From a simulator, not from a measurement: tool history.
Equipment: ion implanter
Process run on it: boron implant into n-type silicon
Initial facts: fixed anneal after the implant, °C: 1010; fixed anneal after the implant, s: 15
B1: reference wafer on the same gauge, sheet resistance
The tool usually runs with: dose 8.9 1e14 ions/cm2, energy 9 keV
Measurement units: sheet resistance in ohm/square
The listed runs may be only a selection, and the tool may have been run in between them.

Run 1, hour 0: usual settings; B1 188.93. Result: sheet resistance 168.59 ohm/square.
Run 2, hour 7.6: usual settings; B1 188.91. Result: sheet resistance 168.72 ohm/square.
Run 3, hour 53.1: usual settings; B1 188.78. Result: sheet resistance 168.43 ohm/square.
Run 4, hour 67.7: usual settings; B1 188.74. Result: sheet resistance 168.56 ohm/square.
At hour 86.5: Faraday cup replaced and dose calibrated.
Run 5, hour 87: usual settings; B1 188.49. Result: sheet resistance 167.94 ohm/square.
Run 6, hour 92.9: usual settings; B1 188.29. Result: sheet resistance 167.86 ohm/square.
Run 7, hour 110.2: usual settings but dose 10.9 1e14 ions/cm2; B1 188.27. Result: sheet resistance 148.23 ohm/square.
At hour 113.5: gauge calibrated.
Run 8, hour 120.1: usual settings but dose 10.9 1e14 ions/cm2; B1 188.88. Result: sheet resistance 148.9 ohm/square.
Run 9, hour 126.9: usual settings; B1 188.97. Result: sheet resistance 168.38 ohm/square.
Run 10, hour 135.2: usual settings but dose 10.47 1e14 ions/cm2; B1 188.91. Result: sheet resistance 152.56 ohm/square.
Run 11, hour 151.2: usual settings but dose 6.23 1e14 ions/cm2, energy 6 keV; B1 189.06. Result: sheet resistance 233.16 ohm/square.
Run 12, hour 160.2: usual settings but energy 6.5 keV; B1 188.89. Result: sheet resistance 182.31 ohm/square.
At hour 168.4: extraction supply calibrated.
Run 13, hour 168.9: usual settings; B1 188.85. Result: sheet resistance 168.21 ohm/square.
Run 14, hour 176.8: usual settings; B1 188.9. Result: sheet resistance 168.35 ohm/square.
Run 15, hour 190.7: usual settings but energy 10.5 keV; B1 188.78. Result: sheet resistance 163.31 ohm/square.
Run 16, hour 205.6: usual settings but dose 6.7 1e14 ions/cm2, energy 6 keV; B1 188.47. Result: sheet resistance 221.55 ohm/square.
Run 17, hour 216: usual settings but dose 11.36 1e14 ions/cm2, energy 7 keV; B1 188.49. Result: sheet resistance 157.42 ohm/square.

Selected run-to-run steps in sheet resistance, each split into two signed amounts: the part the tool would show with no hidden state at all (from settings, incoming material and random variation), and the remainder, which goes to the hidden state together with any gauge scatter not common to the measured and the hidden-state-free results:
Hidden conditions of the tool in this case: deviation of the true dose from the Faraday cup's reading, %; deviation of the true energy from its setpoint, %; gauge reads high (%).
Run 7 -> 8: gauge calibrated. sheet resistance +0.67 ohm/square: hidden state +0.76, all else -0.09.
Run 10 -> 11: dose 10.47 -> 6.23, energy 9 -> 6. sheet resistance +80.6 ohm/square: hidden state -0.06, all else +80.66.
